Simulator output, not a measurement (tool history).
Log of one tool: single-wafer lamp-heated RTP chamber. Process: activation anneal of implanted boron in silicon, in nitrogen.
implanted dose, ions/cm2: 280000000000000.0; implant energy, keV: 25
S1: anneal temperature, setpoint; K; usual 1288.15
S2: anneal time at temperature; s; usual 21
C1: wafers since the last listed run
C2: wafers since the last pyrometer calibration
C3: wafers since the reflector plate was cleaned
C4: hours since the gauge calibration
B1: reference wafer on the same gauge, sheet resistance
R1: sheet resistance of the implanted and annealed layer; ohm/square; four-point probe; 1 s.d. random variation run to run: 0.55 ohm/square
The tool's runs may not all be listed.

run,hour,S1,S2,C1,C2,C3,C4,B1,R1
1,0.0,1302.15,28,0,1011,5980,142.4,295.48,363.98
2,18.9,1288.15,21,355,1367,6335,161.3,295.56,365.92
# hour 33.3: reflector plate cleaned
3,47.5,1288.15,21,387,1755,266,189.9,295.98,367.17
4,70.4,1288.15,21,430,2186,697,212.8,295.92,368.21
5,101.8,1278.15,21,590,2777,1288,244.2,296.02,370.82
6,132.5,1278.15,21,577,3354,1866,274.9,296.25,370.73
# hour 172.0: pyrometer window cleaned and pyrometer calibrated
7,172.5,1278.15,21,602,9,2468,314.9,296.57,370.44
8,196.5,1288.15,21,451,461,2920,338.9,296.58,367.85
9,218.2,1288.15,21,408,869,3328,360.6,296.72,369.10
10,245.8,1288.15,21,519,1389,3848,388.2,297.00,368.90
11,271.2,1288.15,21,478,1867,4326,413.6,297.07,368.06
# hour 363.0: pyrometer window cleaned and pyrometer calibrated
# hour 371.1: reflector plate cleaned
12,371.6,1288.15,21,1588,10,9,514.0,297.57,369.79
13,383.0,1299.15,21,214,225,224,525.4,297.87,367.73
14,404.7,1299.15,21,408,633,632,547.1,297.68,368.22
15,434.9,1288.15,11,568,1202,1201,577.3,297.90,371.44
16,461.7,1261.15,12,504,1706,1705,604.1,298.00,386.07
17,490.1,1288.15,11,534,2240,2239,632.5,298.23,371.67

Run 18 has not been measured yet. What should we expect?
18,516.5,1312.15,33,496,2737,2736,658.9,?,?

Run 18 produced B1 298.40, R1 367.99 ohm/square.
Minus the tool's unlogged condition, the same run would have read R1 363.82 ohm/square.

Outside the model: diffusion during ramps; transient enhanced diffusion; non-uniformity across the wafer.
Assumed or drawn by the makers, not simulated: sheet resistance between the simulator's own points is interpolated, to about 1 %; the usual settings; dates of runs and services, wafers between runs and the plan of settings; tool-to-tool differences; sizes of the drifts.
